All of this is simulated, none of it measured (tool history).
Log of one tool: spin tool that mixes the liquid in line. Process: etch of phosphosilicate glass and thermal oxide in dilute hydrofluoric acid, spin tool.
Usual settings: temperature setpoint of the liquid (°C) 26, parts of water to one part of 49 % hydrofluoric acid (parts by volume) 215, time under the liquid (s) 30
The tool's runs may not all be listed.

run	hour	temperature setpoint of the liquid (°C)	parts of water to one part of 49 % hydrofluoric acid (parts by volume)	time under the liquid (s)	read-back film thickness of the phosphosilicate glass reference wafer, read on the same gauge (nm)	read-back film thickness of the thermal oxide reference wafer, read on the same gauge (nm)	thickness taken off the phosphosilicate glass on a monitor wafer (nm)	thickness taken off the thermal oxide on a monitor wafer (nm)
1	0	26	215	30	70.02	149.973	8.67	0.532
2	11	30.5	215	45	70.01	150.017	15.4	0.972
3	21.9	30.5	110	35	69.99	149.935	26.71	1.698
4	38.4	26	215	30	70.02	150.006	8.71	0.555
5	47.3	27.5	175	50	70	149.959	19.66	1.253
# hour 71.7: hydrofluoric acid flow meter replaced
6	96.9	26	215	30	70.01	149.981	9.49	0.569
7	129.3	26	215	45	69.99	149.995	14.18	0.912
8	139.4	28	215	30	70	150.005	10.11	0.648
9	152.6	26	180	50	69.98	149.982	19.27	1.148
# hour 158.6: thermometer replaced
10	164.1	26	215	30	70	150.022	10.29	0.661
11	173.6	23.5	215	15	70.01	150.02	4.65	0.289
12	182.6	28.5	250	30	70.02	150.026	9.2	0.583
13	200.1	30.5	325	15	69.97	150.015	3.47	0.218
14	206.7	26	215	30	70	150.017	10.14	0.608
15	222.6	26	215	20	69.97	150.01	6.78	0.438
16	229.4	23	145	15	70	150.004	7.28	0.44
17	245.7	23	215	30	70.03	150.009	9.14	0.58

The next listed run, before its measurement:
18	260.6	26	145	40	?	?	?	?

Run 18 gave read-back film thickness of the phosphosilicate glass reference wafer, read on the same gauge (nm) 69.99, read-back film thickness of the thermal oxide reference wafer, read on the same gauge (nm) 149.994, thickness taken off the phosphosilicate glass on a monitor wafer (nm) 21.73, thickness taken off the thermal oxide on a monitor wafer (nm) 1.305.
Without the tool's hidden state the same run would have given thickness taken off the phosphosilicate glass on a monitor wafer (nm) 22.81, thickness taken off the thermal oxide on a monitor wafer (nm) 1.37.

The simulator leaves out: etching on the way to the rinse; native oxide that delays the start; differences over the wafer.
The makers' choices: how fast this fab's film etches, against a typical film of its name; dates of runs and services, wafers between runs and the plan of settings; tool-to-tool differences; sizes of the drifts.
